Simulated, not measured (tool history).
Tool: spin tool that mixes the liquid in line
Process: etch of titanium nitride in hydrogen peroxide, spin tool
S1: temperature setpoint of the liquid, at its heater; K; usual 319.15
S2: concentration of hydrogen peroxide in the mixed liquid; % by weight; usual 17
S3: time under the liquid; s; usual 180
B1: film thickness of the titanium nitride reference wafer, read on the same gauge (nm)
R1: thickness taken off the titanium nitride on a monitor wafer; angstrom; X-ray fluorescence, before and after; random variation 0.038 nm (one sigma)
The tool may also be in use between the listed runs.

run    hour      S1    S2   S3      B1     R1
  1       0  319.15  14.5  135  119.98     42
  2    58.3  319.15  14.5  135  119.98     42
  3   133.2  319.15    17  180  119.98   58.1
  4   186.6  319.15    17  180  120.01   58.1
      246.3  -- new drum of peroxide connected
      264.6  -- peroxide flow meter replaced
  5   266.9  319.15    17  180     120   58.4
  6   344.2  319.15    17  180  120.03     58
  7   424.5  319.15    17  180  120.01   57.9
  8   516.7  319.15    17  180  119.98   57.8
      528.9  -- gauge calibrated
  9   570.3  319.15    17  180  120.02   57.2
 10   661.7  323.15    19  180  120.05     80
 11   836.1  326.65  18.5  245     120  136.6
 12   931.8  319.15    17  180     120   58.5
 13   982.9  319.15  15.5  180  119.98     57
       1022  -- heated supply line repaired
     1034.1  -- new drum of peroxide connected
 14  1038.5  319.15    17  180  119.98   57.9
 15  1119.1  319.15    17  180  119.96   57.9
     1214.1  -- thermometer replaced
 16  1221.8  319.15    17  220  120.02   71.9
 17  1280.4  319.15    20  180  119.97   60.4
       1380  -- peroxide flow meter replaced
 18  1518.3  324.65    17  180  119.99   86.7
 19    1595  313.15    17  270  119.99   55.9
 20  1683.5  310.15    17  285  119.96   46.2
 21  1751.8  319.15    17   90  120.01   28.9
     1817.4  -- new drum of peroxide connected
 22  1823.9  319.15    17  180  120.03   57.9
 23  1905.8  319.15    15  180  120.02   56.3

The next listed run, before its measurement:
 24  2009.5  319.15  20  250   ?   ?

Run 24 gave B1 119.97, R1 83.4 angstrom.
Without the tool's hidden state the same run would have given R1 83.4 angstrom.

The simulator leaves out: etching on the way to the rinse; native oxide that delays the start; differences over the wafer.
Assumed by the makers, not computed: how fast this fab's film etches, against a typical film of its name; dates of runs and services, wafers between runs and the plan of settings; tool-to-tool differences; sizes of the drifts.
